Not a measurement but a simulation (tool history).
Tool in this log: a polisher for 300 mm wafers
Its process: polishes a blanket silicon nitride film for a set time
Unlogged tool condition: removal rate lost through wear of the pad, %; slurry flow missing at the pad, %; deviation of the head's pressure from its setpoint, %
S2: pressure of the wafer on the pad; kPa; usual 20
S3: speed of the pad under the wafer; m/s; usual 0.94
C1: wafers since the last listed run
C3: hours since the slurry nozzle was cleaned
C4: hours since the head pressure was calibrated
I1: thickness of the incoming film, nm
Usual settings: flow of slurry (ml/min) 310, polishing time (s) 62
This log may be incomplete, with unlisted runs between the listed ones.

{"run": 1, "day": 0.0, "flow of slurry (ml/min)": 310, "S2": 20, "S3": 0.94, "polishing time (s)": 62, "C1": 0, "wafers polished on this pad": 59, "C3": 132.9, "C4": 127.2, "I1": 804.5, "film removed (nm)": 83.8}
{"run": 2, "day": 2.204, "flow of slurry (ml/min)": 310, "S2": 20, "S3": 0.94, "polishing time (s)": 62, "C1": 480, "wafers polished on this pad": 540, "C3": 185.8, "C4": 180.1, "I1": 810.6, "film removed (nm)": 82.8}
{"run": 3, "day": 4.529, "flow of slurry (ml/min)": 310, "S2": 20, "S3": 0.94, "polishing time (s)": 68, "C1": 507, "wafers polished on this pad": 1048, "C3": 241.6, "C4": 235.9, "I1": 809.1, "film removed (nm)": 91.2}
{"run": 4, "day": 8.162, "flow of slurry (ml/min)": 310, "S2": 20, "S3": 0.94, "polishing time (s)": 68, "C1": 792, "wafers polished on this pad": 1840, "C3": 328.8, "C4": 323.1, "I1": 798.3, "film removed (nm)": 88}
{"day": 9.379, "done": "worn pad replaced by a new one"}
{"day": 9.783, "done": "head pressure recalibrated"}
{"run": 5, "day": 9.917, "flow of slurry (ml/min)": 310, "S2": 16.5, "S3": 0.94, "polishing time (s)": 62, "C1": 328, "wafers polished on this pad": 99, "C3": 370.9, "C4": 3.2, "I1": 794.1, "film removed (nm)": 64.5}
{"run": 6, "day": 12.733, "flow of slurry (ml/min)": 310, "S2": 22.1, "S3": 0.94, "polishing time (s)": 62, "C1": 614, "wafers polished on this pad": 713, "C3": 438.5, "C4": 70.8, "I1": 816.5, "film removed (nm)": 85.9}
{"day": 16.017, "done": "slurry nozzle cleaned"}
{"run": 7, "day": 16.475, "flow of slurry (ml/min)": 335, "S2": 20, "S3": 1.06, "polishing time (s)": 62, "C1": 807, "wafers polished on this pad": 1520, "C3": 11, "C4": 160.6, "I1": 797.8, "film removed (nm)": 87.7}
{"run": 8, "day": 19.146, "flow of slurry (ml/min)": 335, "S2": 20, "S3": 1.06, "polishing time (s)": 62, "C1": 582, "wafers polished on this pad": 2103, "C3": 75.1, "C4": 224.7, "I1": 800.7, "film removed (nm)": 84.9}
{"day": 19.517, "done": "worn pad replaced by a new one"}
{"run": 9, "day": 22.454, "flow of slurry (ml/min)": 310, "S2": 20, "S3": 0.94, "polishing time (s)": 62, "C1": 685, "wafers polished on this pad": 641, "C3": 154.5, "C4": 304.1, "I1": 802.4, "film removed (nm)": 86.8}
{"day": 22.971, "done": "head pressure recalibrated"}
{"run": 10, "day": 26.117, "flow of slurry (ml/min)": 310, "S2": 20, "S3": 0.84, "polishing time (s)": 62, "C1": 780, "wafers polished on this pad": 1422, "C3": 242.4, "C4": 75.5, "I1": 792.2, "film removed (nm)": 71.6}
{"day": 29.858, "done": "worn pad replaced by a new one"}
{"run": 11, "day": 29.879, "flow of slurry (ml/min)": 365, "S2": 22.8, "S3": 1.16, "polishing time (s)": 50, "C1": 784, "wafers polished on this pad": 4, "C3": 332.7, "C4": 165.8, "I1": 795.9, "film removed (nm)": 88.3}
{"run": 12, "day": 33.304, "flow of slurry (ml/min)": 310, "S2": 20, "S3": 0.94, "polishing time (s)": 62, "C1": 747, "wafers polished on this pad": 751, "C3": 414.9, "C4": 248, "I1": 798.9, "film removed (nm)": 86}
{"run": 13, "day": 35.946, "flow of slurry (ml/min)": 270, "S2": 15.2, "S3": 1.2, "polishing time (s)": 84, "C1": 576, "wafers polished on this pad": 1328, "C3": 478.3, "C4": 311.4, "I1": 792.1, "film removed (nm)": 105.8}
{"day": 39.088, "done": "slurry nozzle cleaned"}
{"day": 39.342, "done": "head pressure recalibrated"}
{"run": 14, "day": 39.362, "flow of slurry (ml/min)": 350, "S2": 20, "S3": 0.94, "polishing time (s)": 46, "C1": 718, "wafers polished on this pad": 2046, "C3": 6.6, "C4": 0.5, "I1": 804.6, "film removed (nm)": 52.7}
{"day": 39.929, "done": "worn pad replaced by a new one"}
{"run": 15, "day": 41.412, "flow of slurry (ml/min)": 335, "S2": 20, "S3": 1.06, "polishing time (s)": 62, "C1": 410, "wafers polished on this pad": 323, "C3": 55.8, "C4": 49.7, "I1": 793.4, "film removed (nm)": 90}
{"run": 16, "day": 45.579, "flow of slurry (ml/min)": 410, "S2": 15.2, "S3": 0.68, "polishing time (s)": 54, "C1": 909, "wafers polished on this pad": 1232, "C3": 155.8, "C4": 149.7, "I1": 800.1, "film removed (nm)": 41.2}
{"run": 17, "day": 49.204, "flow of slurry (ml/min)": 390, "S2": 14.5, "S3": 0.94, "polishing time (s)": 62, "C1": 790, "wafers polished on this pad": 2023, "C3": 242.8, "C4": 236.7, "I1": 798.5, "film removed (nm)": 56.5}
{"day": 51.95, "done": "worn pad replaced by a new one"}
{"run": 18, "day": 52.258, "flow of slurry (ml/min)": 235, "S2": 16.5, "S3": 0.94, "polishing time (s)": 83, "C1": 630, "wafers polished on this pad": 66, "C3": 316.1, "C4": 310, "I1": 811.5, "film removed (nm)": 91.8}
{"day": 54.154, "done": "head pressure recalibrated"}
{"run": 19, "day": 54.212, "flow of slurry (ml/min)": 415, "S2": 20, "S3": 0.8, "polishing time (s)": 78, "C1": 408, "wafers polished on this pad": 475, "C3": 363, "C4": 1.4, "I1": 808.3, "film removed (nm)": 88.2}

4 ways to go on from here, each from the tool as it stands after run 19. What would each give?
{"run": "A", "day": 54.229, "flow of slurry (ml/min)": 310, "S2": 20, "S3": 0.94, "polishing time (s)": 62, "C1": 3, "wafers polished on this pad": 478, "C3": 363.4, "C4": 1.8, "I1": 813.2, "film removed (nm)": "?"}
{"run": "B", "day": 54.229, "flow of slurry (ml/min)": 235, "S2": 13.8, "S3": 0.82, "polishing time (s)": 62, "C1": 3, "wafers polished on this pad": 478, "C3": 363.4, "C4": 1.8, "I1": 813.2, "film removed (nm)": "?"}
{"run": "C", "day": 54.229, "flow of slurry (ml/min)": 240, "S2": 26.9, "S3": 1.16, "polishing time (s)": 62, "C1": 3, "wafers polished on this pad": 478, "C3": 363.4, "C4": 1.8, "I1": 813.2, "film removed (nm)": "?"}
{"run": "D", "day": 54.229, "flow of slurry (ml/min)": 215, "S2": 20, "S3": 0.94, "polishing time (s)": 48, "C1": 3, "wafers polished on this pad": 478, "C3": 363.4, "C4": 1.8, "I1": 813.2, "film removed (nm)": "?"}

run=A film_removed_(nm)=76.3
run=B film_removed_(nm)=47.3
run=C film_removed_(nm)=117.8
run=D film_removed_(nm)=57.6
Without the tool's unlogged condition, the same runs would have read:
run=A film_removed_(nm)=78
run=B film_removed_(nm)=48.4
run=C film_removed_(nm)=120.4
run=D film_removed_(nm)=58.9
